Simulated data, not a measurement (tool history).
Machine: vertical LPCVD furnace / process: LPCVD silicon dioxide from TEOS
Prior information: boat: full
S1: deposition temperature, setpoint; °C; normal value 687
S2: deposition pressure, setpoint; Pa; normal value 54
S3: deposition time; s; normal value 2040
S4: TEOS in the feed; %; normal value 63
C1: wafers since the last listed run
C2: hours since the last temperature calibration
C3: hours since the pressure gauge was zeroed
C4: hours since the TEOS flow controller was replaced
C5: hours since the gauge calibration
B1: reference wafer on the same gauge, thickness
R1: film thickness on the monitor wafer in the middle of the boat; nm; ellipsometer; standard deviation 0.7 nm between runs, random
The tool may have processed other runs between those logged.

run 1 hour=0 | S1=687 S2=54 S3=2040 S4=63 | C1=0 C2=1335.7 C3=4139.2 C4=5435.6 C5=173.1 | B1=183.08 | R1=214.93
run 2 hour=10.8 | S1=687 S2=54 S3=2040 S4=63 | C1=141 C2=1346.5 C3=4150 C4=5446.4 C5=183.9 | B1=182.95 | R1=215.61
run 3 hour=22.8 | S1=687 S2=54 S3=2040 S4=63 | C1=157 C2=1358.5 C3=4162 C4=5458.4 C5=195.9 | B1=182.98 | R1=216.66
run 4 hour=30.4 | S1=687 S2=54 S3=2040 S4=63 | C1=99 C2=1366.1 C3=4169.6 C4=5466 C5=203.5 | B1=183.22 | R1=216.36
run 5 hour=45.9 | S1=687 S2=54 S3=2040 S4=68 | C1=203 C2=1381.6 C3=4185.1 C4=5481.5 C5=219 | B1=182.75 | R1=223.52
run 6 hour=63.6 | S1=687 S2=54 S3=2040 S4=68 | C1=232 C2=1399.3 C3=4202.8 C4=5499.2 C5=236.7 | B1=182.88 | R1=225.68
run 7 hour=81.2 | S1=687 S2=54 S3=2040 S4=68 | C1=231 C2=1416.9 C3=4220.4 C4=5516.8 C5=254.3 | B1=183.11 | R1=224.78
-- hour=110.8 TEOS flow controller replaced
run 8 hour=111.3 | S1=687 S2=62 S3=2040 S4=69 | C1=80 C2=1447 C3=4250.5 C4=0.5 C5=284.4 | B1=183.36 | R1=245.68
run 9 hour=115.1 | S1=687 S2=62 S3=2040 S4=69 | C1=49 C2=1450.8 C3=4254.3 C4=4.3 C5=288.2 | B1=183.14 | R1=245.59
run 10 hour=119 | S1=687 S2=62 S3=2040 S4=69 | C1=51 C2=1454.7 C3=4258.2 C4=8.2 C5=292.1 | B1=182.81 | R1=245.65
run 11 hour=125.2 | S1=680 S2=64.7 S3=1380 S4=70 | C1=81 C2=1460.9 C3=4264.4 C4=14.4 C5=298.3 | B1=182.97 | R1=143.25
-- hour=127 gauge calibrated
-- hour=152.2 thermocouples replaced and temperature profile calibrated
run 12 hour=152.7 | S1=687 S2=54 S3=2550 S4=71 | C1=45 C2=0.5 C3=4291.9 C4=41.9 C5=25.7 | B1=183.21 | R1=261.61
run 13 hour=156.6 | S1=675 S2=46 S3=2460 S4=63 | C1=51 C2=4.4 C3=4295.8 C4=45.8 C5=29.6 | B1=182.89 | R1=165.57
run 14 hour=167.7 | S1=691 S2=45.3 S3=1800 S4=56 | C1=145 C2=15.5 C3=4306.9 C4=56.9 C5=40.7 | B1=183.34 | R1=167.59
run 15 hour=175 | S1=693 S2=40.7 S3=2430 S4=73 | C1=95 C2=22.8 C3=4314.2 C4=64.2 C5=48 | B1=182.86 | R1=256.09

Estimate the outcome of run 16 from the log above:
-- hour=207.2 pressure gauge zeroed
run 16 hour=207.7 | S1=687 S2=48 S3=2040 S4=52 | C1=114 C2=55.5 C3=0.5 C4=96.9 C5=80.7 | B1=? | R1=?

B1: 183.12
R1: 170.86 nm
If the tool had no hidden condition, the same run with the same run-to-run variation would have returned R1 170.29 nm.
